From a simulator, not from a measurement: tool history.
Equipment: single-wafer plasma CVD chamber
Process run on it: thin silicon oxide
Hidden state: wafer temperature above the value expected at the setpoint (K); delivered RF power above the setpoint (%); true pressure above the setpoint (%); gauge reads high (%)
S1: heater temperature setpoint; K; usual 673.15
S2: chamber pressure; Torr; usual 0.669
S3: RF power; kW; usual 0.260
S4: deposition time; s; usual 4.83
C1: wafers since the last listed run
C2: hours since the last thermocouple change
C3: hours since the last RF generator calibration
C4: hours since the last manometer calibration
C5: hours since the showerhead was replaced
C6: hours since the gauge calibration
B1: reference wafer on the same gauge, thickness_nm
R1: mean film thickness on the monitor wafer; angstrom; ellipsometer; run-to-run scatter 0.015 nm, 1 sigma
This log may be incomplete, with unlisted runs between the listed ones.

Run 1, day 0.000: usual settings but S3 0.285 kW, S4 5.60 s; C1 0; C2 569.4; C3 1297.3; C4 2556.5; C5 2898.6; C6 110.4; B1 7.871. Result: R1 77.83 angstrom.
Run 2, day 1.162: usual settings but S3 0.285 kW, S4 5.60 s; C1 1030; C2 597.3; C3 1325.2; C4 2584.4; C5 2926.5; C6 138.3; B1 7.873. Result: R1 77.90 angstrom.
Run 3, day 2.408: usual settings; C1 1104; C2 627.2; C3 1355.1; C4 2614.3; C5 2956.4; C6 168.2; B1 7.873. Result: R1 65.04 angstrom.
Run 4, day 3.871: usual settings; C1 1296; C2 662.3; C3 1390.2; C4 2649.4; C5 2991.5; C6 203.3; B1 7.869. Result: R1 64.70 angstrom.
Run 5, day 4.379: usual settings; C1 450; C2 674.5; C3 1402.4; C4 2661.6; C5 3003.7; C6 215.5; B1 7.868. Result: R1 65.00 angstrom.
Run 6, day 5.700: usual settings; C1 1171; C2 706.2; C3 1434.1; C4 2693.3; C5 3035.4; C6 247.2; B1 7.865. Result: R1 65.01 angstrom.
At day 6.838: capacitance manometer re-zeroed and calibrated.
Run 7, day 6.988: usual settings; C1 846; C2 737.1; C3 1465.0; C4 3.6; C5 3066.3; C6 278.1; B1 7.874. Result: R1 65.19 angstrom.
Run 8, day 8.454: usual settings; C1 1300; C2 772.3; C3 1500.2; C4 38.8; C5 3101.5; C6 313.3; B1 7.876. Result: R1 65.02 angstrom.
Run 9, day 9.008: usual settings but S2 0.787 Torr; C1 491; C2 785.6; C3 1513.5; C4 52.1; C5 3114.8; C6 326.6; B1 7.866. Result: R1 75.17 angstrom.
At day 9.767: showerhead replaced.
Run 10, day 9.788: usual settings but S2 0.787 Torr; C1 395; C2 804.3; C3 1532.2; C4 70.8; C5 0.5; C6 345.3; B1 7.868. Result: R1 75.06 angstrom.
At day 10.479: RF generator calibrated.
Run 11, day 10.500: usual settings; C1 336; C2 821.4; C3 0.5; C4 87.9; C5 17.6; C6 362.4; B1 7.875. Result: R1 64.02 angstrom.
Run 12, day 11.129: usual settings; C1 557; C2 836.5; C3 15.6; C4 103.0; C5 32.7; C6 377.5; B1 7.866. Result: R1 63.92 angstrom.
Run 13, day 11.962: usual settings but S3 0.305 kW; C1 738; C2 856.5; C3 35.6; C4 123.0; C5 52.7; C6 397.5; B1 7.876. Result: R1 67.55 angstrom.
At day 12.671: gauge calibrated.
Run 14, day 13.408: usual settings but S1 682.15 K, S4 4.47 s; C1 1282; C2 891.2; C3 70.3; C4 157.7; C5 87.4; C6 17.7; B1 7.863. Result: R1 58.72 angstrom.
At day 14.258: RF generator calibrated, repeated, since the last time left the tool worse.
Run 15, day 14.646: usual settings but S2 0.775 Torr, S3 0.245 kW; C1 801; C2 920.9; C3 9.3; C4 187.4; C5 117.1; C6 47.4; B1 7.871. Result: R1 73.96 angstrom.
At day 15.638: thermocouple changed; heater temperature recalibrated.
Run 16, day 15.679: usual settings but S2 0.769 Torr; C1 620; C2 1.0; C3 34.1; C4 212.2; C5 141.9; C6 72.2; B1 7.872. Result: R1 75.03 angstrom.
Run 17, day 16.221: usual settings but S3 0.300 kW; C1 480; C2 14.0; C3 47.1; C4 225.2; C5 154.9; C6 85.2; B1 7.874. Result: R1 69.01 angstrom.
Run 18, day 17.554: usual settings but S4 3.89 s; C1 1182; C2 46.0; C3 79.1; C4 257.2; C5 186.9; C6 117.2; B1 7.877. Result: R1 53.42 angstrom.
Run 19, day 18.358: usual settings but S3 0.240 kW; C1 713; C2 65.3; C3 98.4; C4 276.5; C5 206.2; C6 136.5; B1 7.870. Result: R1 64.36 angstrom.
Run 20, day 18.871: usual settings; C1 454; C2 77.6; C3 110.7; C4 288.8; C5 218.5; C6 148.8; B1 7.869. Result: R1 66.01 angstrom.
Run 21, day 20.208: usual settings but S1 680.15 K, S2 0.765 Torr, S3 0.240 kW, S4 4.05 s; C1 1186; C2 109.7; C3 142.8; C4 320.9; C5 250.6; C6 180.9; B1 7.871. Result: R1 60.24 angstrom.
Run 22, day 21.083: usual settings; C1 775; C2 130.7; C3 163.8; C4 341.9; C5 271.6; C6 201.9; B1 7.871. Result: R1 65.80 angstrom.
Run 23, day 22.179: usual settings but S1 687.15 K, S3 0.300 kW; C1 971; C2 157.0; C3 190.1; C4 368.2; C5 297.9; C6 228.2; B1 7.870. Result: R1 68.23 angstrom.

Hidden state or all else? Some run-to-run changes of R1, split into what the settings, what came in and random variation would give without the hidden state, and what is left for the hidden state (with any gauge scatter that isn't in both results):
Run 10 -> 11: S2 0.787 -> 0.669, RF generator calibrated. R1 -11.04 angstrom: hidden state -0.74, all else -10.30.
Run 14 -> 15: S1 682.15 -> 673.15, S2 0.669 -> 0.775, S3 0.260 -> 0.245, S4 4.47 -> 4.83, RF generator calibrated, repeated, since the last time left the tool worse. R1 +15.24 angstrom: hidden state +2.17, all else +13.07.
Run 17 -> 18: S3 0.300 -> 0.260, S4 4.83 -> 3.89. R1 -15.59 angstrom: hidden state -0.03, all else -15.56.
